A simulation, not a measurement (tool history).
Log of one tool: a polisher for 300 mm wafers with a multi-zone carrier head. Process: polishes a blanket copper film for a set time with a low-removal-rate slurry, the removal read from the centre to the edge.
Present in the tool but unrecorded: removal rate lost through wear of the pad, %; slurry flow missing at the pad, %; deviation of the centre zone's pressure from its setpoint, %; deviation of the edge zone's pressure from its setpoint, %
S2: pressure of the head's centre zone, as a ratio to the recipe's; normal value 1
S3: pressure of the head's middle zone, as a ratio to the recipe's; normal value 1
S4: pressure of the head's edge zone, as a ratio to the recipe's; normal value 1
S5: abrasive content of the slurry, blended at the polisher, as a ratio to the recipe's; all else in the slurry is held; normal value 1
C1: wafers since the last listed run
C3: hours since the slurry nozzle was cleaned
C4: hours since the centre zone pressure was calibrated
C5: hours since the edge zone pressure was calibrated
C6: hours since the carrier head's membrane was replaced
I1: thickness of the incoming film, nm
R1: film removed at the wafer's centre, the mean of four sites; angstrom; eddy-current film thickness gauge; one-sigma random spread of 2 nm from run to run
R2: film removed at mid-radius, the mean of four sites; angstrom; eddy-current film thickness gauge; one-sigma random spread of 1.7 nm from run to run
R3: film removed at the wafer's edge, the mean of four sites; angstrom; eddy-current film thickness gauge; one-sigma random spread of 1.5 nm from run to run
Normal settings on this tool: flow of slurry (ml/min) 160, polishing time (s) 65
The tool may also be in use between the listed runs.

run 1 hour=0 | flow_of_slurry_(ml/min)=105 S2=1 S3=0.92 S4=1 S5=1.25 polishing_time_(s)=56 | C1=0 wafers_polished_on_this_pad=967 C3=177.8 C4=53.3 C5=400.7 C6=604.6 | I1=1475.3 | R1=1422 R2=1296 R3=1477
-- hour=12.1 carrier head's membrane replaced by a new one
run 2 hour=27.8 | flow_of_slurry_(ml/min)=160 S2=1 S3=1 S4=1 S5=1 polishing_time_(s)=65 | C1=175 wafers_polished_on_this_pad=1143 C3=205.6 C4=81.1 C5=428.5 C6=15.7 | I1=1478 | R1=1802 R2=1715 R3=1748
-- hour=37.4 edge zone pressure recalibrated
run 3 hour=47.2 | flow_of_slurry_(ml/min)=160 S2=1.12 S3=1 S4=1 S5=1 polishing_time_(s)=73 | C1=133 wafers_polished_on_this_pad=1276 C3=225 C4=100.5 C5=9.8 C6=35.1 | I1=1470 | R1=2236 R2=1945 R3=1933
-- hour=119.6 worn pad replaced by a new one
run 4 hour=127.7 | flow_of_slurry_(ml/min)=160 S2=1 S3=1 S4=1 S5=1 polishing_time_(s)=65 | C1=587 wafers_polished_on_this_pad=62 C3=305.5 C4=181 C5=90.3 C6=115.6 | I1=1460.7 | R1=1819 R2=1676 R3=1724
run 5 hour=142.3 | flow_of_slurry_(ml/min)=190 S2=0.94 S3=1 S4=0.92 S5=1 polishing_time_(s)=84 | C1=112 wafers_polished_on_this_pad=174 C3=320.1 C4=195.6 C5=104.9 C6=130.2 | I1=1473.6 | R1=2261 R2=2242 R3=2187
run 6 hour=158.4 | flow_of_slurry_(ml/min)=130 S2=1 S3=1 S4=0.91 S5=1.15 polishing_time_(s)=65 | C1=123 wafers_polished_on_this_pad=297 C3=336.2 C4=211.7 C5=121 C6=146.3 | I1=1476.9 | R1=1716 R2=1636 R3=1659
run 7 hour=184.7 | flow_of_slurry_(ml/min)=140 S2=0.93 S3=0.91 S4=1 S5=1 polishing_time_(s)=65 | C1=201 wafers_polished_on_this_pad=499 C3=362.5 C4=238 C5=147.3 C6=172.6 | I1=1468.6 | R1=1588 R2=1491 R3=1666
run 8 hour=206 | flow_of_slurry_(ml/min)=160 S2=1 S3=0.96 S4=0.9 S5=1 polishing_time_(s)=65 | C1=163 wafers_polished_on_this_pad=663 C3=383.8 C4=259.3 C5=168.6 C6=193.9 | I1=1459.3 | R1=1740 R2=1638 R3=1641
run 9 hour=218.3 | flow_of_slurry_(ml/min)=160 S2=1.12 S3=1 S4=1 S5=1 polishing_time_(s)=65 | C1=94 wafers_polished_on_this_pad=757 C3=396.1 C4=271.6 C5=180.9 C6=206.2 | I1=1469.3 | R1=1950 R2=1681 R3=1707
run 10 hour=239.9 | flow_of_slurry_(ml/min)=160 S2=1.05 S3=1 S4=1 S5=0.9 polishing_time_(s)=65 | C1=165 wafers_polished_on_this_pad=923 C3=417.7 C4=293.2 C5=202.5 C6=227.8 | I1=1463.2 | R1=1794 R2=1640 R3=1675
-- hour=243.6 slurry nozzle cleaned
run 11 hour=263 | flow_of_slurry_(ml/min)=160 S2=1 S3=1.1 S4=0.92 S5=1.25 polishing_time_(s)=73 | C1=169 wafers_polished_on_this_pad=1093 C3=19.4 C4=316.3 C5=225.6 C6=250.9 | I1=1465.9 | R1=2240 R2=2195 R3=2007
run 12 hour=292.1 | flow_of_slurry_(ml/min)=160 S2=1 S3=1 S4=1 S5=1 polishing_time_(s)=65 | C1=223 wafers_polished_on_this_pad=1316 C3=48.5 C4=345.4 C5=254.7 C6=280 | I1=1472.7 | R1=1866 R2=1735 R3=1765
run 13 hour=324.2 | flow_of_slurry_(ml/min)=205 S2=0.96 S3=1 S4=1 S5=0.8 polishing_time_(s)=65 | C1=246 wafers_polished_on_this_pad=1563 C3=80.6 C4=377.5 C5=286.8 C6=312.1 | I1=1468.9 | R1=1741 R2=1714 R3=1705
-- hour=363.6 worn pad replaced by a new one
run 14 hour=383 | flow_of_slurry_(ml/min)=160 S2=1 S3=1 S4=1 S5=1 polishing_time_(s)=65 | C1=420 wafers_polished_on_this_pad=148 C3=139.4 C4=436.3 C5=345.6 C6=370.9 | I1=1458.1 | R1=1838 R2=1700 R3=1728
run 15 hour=407 | flow_of_slurry_(ml/min)=160 S2=1.08 S3=1.1 S4=1 S5=1 polishing_time_(s)=52 | C1=184 wafers_polished_on_this_pad=333 C3=163.4 C4=460.3 C5=369.6 C6=394.9 | I1=1473 | R1=1611 R2=1493 R3=1403
run 16 hour=425.4 | flow_of_slurry_(ml/min)=160 S2=1 S3=1 S4=1.12 S5=0.9 polishing_time_(s)=65 | C1=141 wafers_polished_on_this_pad=474 C3=181.8 C4=478.7 C5=388 C6=413.3 | I1=1463.1 | R1=1779 R2=1658 R3=1784
run 17 hour=441.4 | flow_of_slurry_(ml/min)=160 S2=1 S3=1 S4=0.9 S5=0.9 polishing_time_(s)=82 | C1=122 wafers_polished_on_this_pad=597 C3=197.8 C4=494.7 C5=404 C6=429.3 | I1=1470.5 | R1=2225 R2=2062 R3=2033
run 18 hour=459.3 | flow_of_slurry_(ml/min)=160 S2=0.94 S3=0.92 S4=1 S5=1 polishing_time_(s)=65 | C1=137 wafers_polished_on_this_pad=734 C3=215.7 C4=512.6 C5=421.9 C6=447.2 | I1=1470.3 | R1=1743 R2=1579 R3=1773
-- hour=478.4 edge zone pressure recalibrated
run 19 hour=480.6 | flow_of_slurry_(ml/min)=160 S2=1 S3=0.96 S4=0.88 S5=0.85 polishing_time_(s)=65 | C1=148 wafers_polished_on_this_pad=882 C3=237 C4=533.9 C5=2.2 C6=468.5 | I1=1466.1 | R1=1750 R2=1567 R3=1567
run 20 hour=513 | flow_of_slurry_(ml/min)=180 S2=1.09 S3=1 S4=1 S5=1 polishing_time_(s)=56 | C1=248 wafers_polished_on_this_pad=1131 C3=269.4 C4=566.3 C5=34.6 C6=500.9 | I1=1460 | R1=1762 R2=1480 R3=1511
-- hour=546 carrier head's membrane replaced by a new one
run 21 hour=548.9 | flow_of_slurry_(ml/min)=160 S2=1 S3=1 S4=1 S5=1 polishing_time_(s)=65 | C1=237 wafers_polished_on_this_pad=1368 C3=305.3 C4=602.2 C5=70.5 C6=2.9 | I1=1478.2 | R1=1777 R2=1685 R3=1697

Entry by entry between the runs, the difference in hidden state between the last listed run before and the first listed run after:
In the gap between runs 1 and 2: carrier head's membrane replaced by a new one (hour 12.1)
  slurry flow missing at the pad, %: 11.4 -> 13; deviation of the centre zone's pressure from its setpoint, %: 1.43 -> 2.03
  measured result minus the result with no hidden state, R1: -36 -> -18 angstrom; R2: -46 -> -47 angstrom; R3: -35 -> -34 angstrom
In the gap between runs 2 and 3: edge zone pressure recalibrated (hour 37.4)
  slurry flow missing at the pad, %: 13 -> 14.1; deviation of the centre zone's pressure from its setpoint, %: 2.03 -> 2.41
  measured result minus the result with no hidden state, R1: -18 -> -21 angstrom; R2: -47 -> -58 angstrom; R3: -34 -> -41 angstrom
In the gap between runs 3 and 4: worn pad replaced by a new one (hour 119.6)
  slurry flow missing at the pad, %: 14.1 -> 18.7; deviation of the centre zone's pressure from its setpoint, %: 2.41 -> 3.77
  measured result minus the result with no hidden state, R1: -21 -> -17 angstrom; R2: -58 -> -71 angstrom; R3: -41 -> -52 angstrom
In the gap between runs 10 and 11: slurry nozzle cleaned (hour 243.6)
  slurry flow missing at the pad, %: 25 -> 7.05; deviation of the centre zone's pressure from its setpoint, %: 5.14 -> 5.36
  measured result minus the result with no hidden state, R1: -31 -> +82 angstrom; R2: -101 -> -31 angstrom; R3: -72 -> -20 angstrom
In the gap between runs 13 and 14: worn pad replaced by a new one (hour 363.6)
  slurry flow missing at the pad, %: 10.5 -> 13.9; deviation of the centre zone's pressure from its setpoint, %: 5.88 -> 6.28
  measured result minus the result with no hidden state, R1: +67 -> +52 angstrom; R2: -29 -> -51 angstrom; R3: -21 -> -36 angstrom
In the gap between runs 18 and 19: edge zone pressure recalibrated (hour 478.4)
  slurry flow missing at the pad, %: 18.2 -> 19.4; deviation of the centre zone's pressure from its setpoint, %: 6.69 -> 6.79
  measured result minus the result with no hidden state, R1: +35 -> +30 angstrom; R2: -65 -> -70 angstrom; R3: -51 -> -49 angstrom
In the gap between runs 20 and 21: carrier head's membrane replaced by a new one (hour 546)
  slurry flow missing at the pad, %: 21.3 -> 23.3; deviation of the centre zone's pressure from its setpoint, %: 6.93 -> 7.06
  measured result minus the result with no hidden state, R1: +32 -> +12 angstrom; R2: -66 -> -95 angstrom; R3: -48 -> -67 angstrom
